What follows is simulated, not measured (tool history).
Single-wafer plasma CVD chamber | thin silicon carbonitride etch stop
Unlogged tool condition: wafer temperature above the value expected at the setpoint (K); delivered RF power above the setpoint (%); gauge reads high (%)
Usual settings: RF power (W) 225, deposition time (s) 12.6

run	hour	RF power (W)	deposition time (s)	wafers since the last listed run	hours since the last thermocouple change	hours since the last RF generator calibration	hours since the showerhead was replaced	hours since the gauge calibration	read-back reference wafer on the same gauge, thickness_nm	mean film thickness on the monitor wafer (angstrom)
1	0.0	225	12.6	0	930.4	1477.8	3990.4	326.3	7.390	70.91
2	14.3	225	12.6	556	944.7	1492.1	4004.7	340.6	7.393	70.83
3	40.6	225	12.6	1023	971.0	1518.4	4031.0	366.9	7.387	70.99
4	71.6	225	12.6	1206	1002.0	1549.4	4062.0	397.9	7.390	70.93
5	98.6	225	12.6	1050	1029.0	1576.4	4089.0	424.9	7.387	70.99
6	111.3	225	12.6	494	1041.7	1589.1	4101.7	437.6	7.389	70.90
7	127.9	225	12.6	645	1058.3	1605.7	4118.3	454.2	7.388	70.76
8	163.8	225	12.6	1396	1094.2	1641.6	4154.2	490.1	7.389	70.99
9	190.4	200	12.6	1034	1120.8	1668.2	4180.8	516.7	7.388	66.83
10	206.4	200	12.6	622	1136.8	1684.2	4196.8	532.7	7.393	67.02
11	242.6	210	10.8	1408	1173.0	1720.4	4233.0	568.9	7.387	58.74
12	268.6	210	10.8	1011	1199.0	1746.4	4259.0	594.9	7.391	58.83
13	292.2	210	10.8	918	1222.6	1770.0	4282.6	618.5	7.395	58.85
14	319.9	225	12.6	1077	1250.3	1797.7	4310.3	646.2	7.387	71.11
15	346.4	225	12.6	1031	1276.8	1824.2	4336.8	672.7	7.386	70.89
16	365.3	225	11.8	735	1295.7	1843.1	4355.7	691.6	7.392	66.34
# hour 370.9: gauge calibrated
17	378.2	225	11.8	501	1308.6	1856.0	4368.6	7.3	7.390	66.33
18	409.3	225	11.8	1210	1339.7	1887.1	4399.7	38.4	7.396	66.51
19	422.5	190	10.5	513	1352.9	1900.3	4412.9	51.6	7.390	54.19
# hour 440.6: thermocouple changed; heater temperature recalibrated
20	457.2	225	12.6	1038	16.6	1935.0	4447.6	86.3	7.392	70.93
21	475.3	225	13.2	704	34.7	1953.1	4465.7	104.4	7.389	74.15
22	508.0	240	10.4	1272	67.4	1985.8	4498.4	137.1	7.392	60.18
23	527.3	200	12.6	750	86.7	2005.1	4517.7	156.4	7.391	66.63
# hour 547.0: RF generator calibrated
24	558.1	245	15.0	887	117.5	11.1	4548.5	187.2	7.390	89.98
# hour 572.0: showerhead replaced
25	574.9	250	10.7	342	134.3	27.9	2.9	204.0	7.389	64.55
26	606.8	225	11.8	1241	166.2	59.8	34.8	235.9	7.392	67.90
27	642.6	200	14.3	1392	202.0	95.6	70.6	271.7	7.395	77.53
28	660.4	190	11.8	692	219.8	113.4	88.4	289.5	7.390	62.11
29	746.3	225	12.6	3342	305.7	199.3	174.3	375.4	7.394	72.27
30	779.5	250	12.6	1291	338.9	232.5	207.5	408.6	7.392	75.59
31	809.4	225	12.6	1163	368.8	262.4	237.4	438.5	7.392	71.98
32	824.4	265	14.2	583	383.8	277.4	252.4	453.5	7.391	87.42
33	838.2	225	12.6	536	397.6	291.2	266.2	467.3	7.386	72.00
34	925.0	200	11.7	3377	484.4	378.0	353.0	554.1	7.389	63.05
35	941.1	190	11.0	626	500.5	394.1	369.1	570.2	7.389	57.55
36	971.1	225	12.6	1167	530.5	424.1	399.1	600.2	7.393	71.84

Hidden condition of the tool, last listed run before each entry between runs versus first listed run after:
In the gap between runs 16 and 17: gauge calibrated (hour 370.9)
  delivered RF power above the setpoint (%): -5.01 -> -5.02
  the result without the hidden state subtracted from the measured one, mean film thickness on the monitor wafer (angstrom): -1.66 -> -1.67
In the gap between runs 19 and 20: thermocouple changed; heater temperature recalibrated (hour 440.6)
  delivered RF power above the setpoint (%): -5.05 -> -5.07
  the result without the hidden state subtracted from the measured one, mean film thickness on the monitor wafer (angstrom): -1.37 -> -1.80
In the gap between runs 23 and 24: RF generator calibrated (hour 547.0)
  delivered RF power above the setpoint (%): -5.11 -> -0.224
  the result without the hidden state subtracted from the measured one, mean film thickness on the monitor wafer (angstrom): -1.70 -> -0.09
In the gap between runs 24 and 25: showerhead replaced (hour 572.0)
  delivered RF power above the setpoint (%): -0.224 -> -0.339
  the result without the hidden state subtracted from the measured one, mean film thickness on the monitor wafer (angstrom): -0.09 -> -0.11
